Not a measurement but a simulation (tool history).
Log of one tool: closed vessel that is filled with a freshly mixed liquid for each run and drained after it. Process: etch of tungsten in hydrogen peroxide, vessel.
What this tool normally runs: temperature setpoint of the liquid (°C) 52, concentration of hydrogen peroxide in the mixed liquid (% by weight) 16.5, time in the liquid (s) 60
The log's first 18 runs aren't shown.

| run | day | temperature setpoint of the liquid (°C) | concentration of hydrogen peroxide in the mixed liquid (% by weight) | time in the liquid (s) | read-back film thickness of the tungsten reference wafer, read on the same gauge (nm) | thickness taken off the tungsten on a monitor wafer (Å) |
|---|---|---|---|---|---|---|
| 19 | 49.838 | 52 | 16.5 | 60 | 89.99 | 1575.2 |
| 20 | 52.179 | 59.5 | 14 | 60 | 89.97 | 2276.5 |
| 21 | 54.204 | 52 | 16.5 | 70 | 90.02 | 1836.1 |
| 22 | 55.842 | 52 | 21 | 40 | 89.98 | 1177.9 |
| 23 | 57.388 | 42.5 | 19.5 | 30 | 90 | 472.2 |
| 24 | 60.15 | 52 | 16.5 | 60 | 90.03 | 1567.3 |
| 25 | 62.846 | 52 | 16.5 | 60 | 90.01 | 1555.1 |
| 26 | 64.246 | 52 | 16.5 | 60 | 89.99 | 1578.4 |
|  | 64.708 | new drum of peroxide connected |
| 27 | 65.8 | 52 | 16.5 | 60 | 89.96 | 1600 |
| 28 | 67.212 | 58 | 21 | 90 | 90 | 3817.4 |
| 29 | 69.038 | 57.5 | 16.5 | 30 | 89.99 | 1101.8 |
| 30 | 71.758 | 45 | 14 | 60 | 90.02 | 955 |
| 31 | 73.354 | 44.5 | 20 | 75 | 90.03 | 1379.3 |

Consider 3 possible next runs. They are alternatives, not a sequence: every one starts from the tool as it was left by run 31. What does each give?
| A | 73.383 | 52 | 16.5 | 60 | ? | ? |
| B | 73.383 | 45.5 | 12.5 | 35 | ? | ? |
| C | 73.383 | 45.5 | 14 | 30 | ? | ? |

| run | read-back film thickness of the tungsten reference wafer, read on the same gauge (nm) | thickness taken off the tungsten on a monitor wafer (Å) |
|---|---|---|
| A | 90.02 | 1590.4 |
| B | 90.02 | 541.1 |
| C | 90.02 | 490.8 |
Stripped of hidden state, with their random variation kept, the same runs would have yielded:
| run | thickness taken off the tungsten on a monitor wafer (Å) |
|---|---|
| A | 1615 |
| B | 549.4 |
| C | 498.4 |
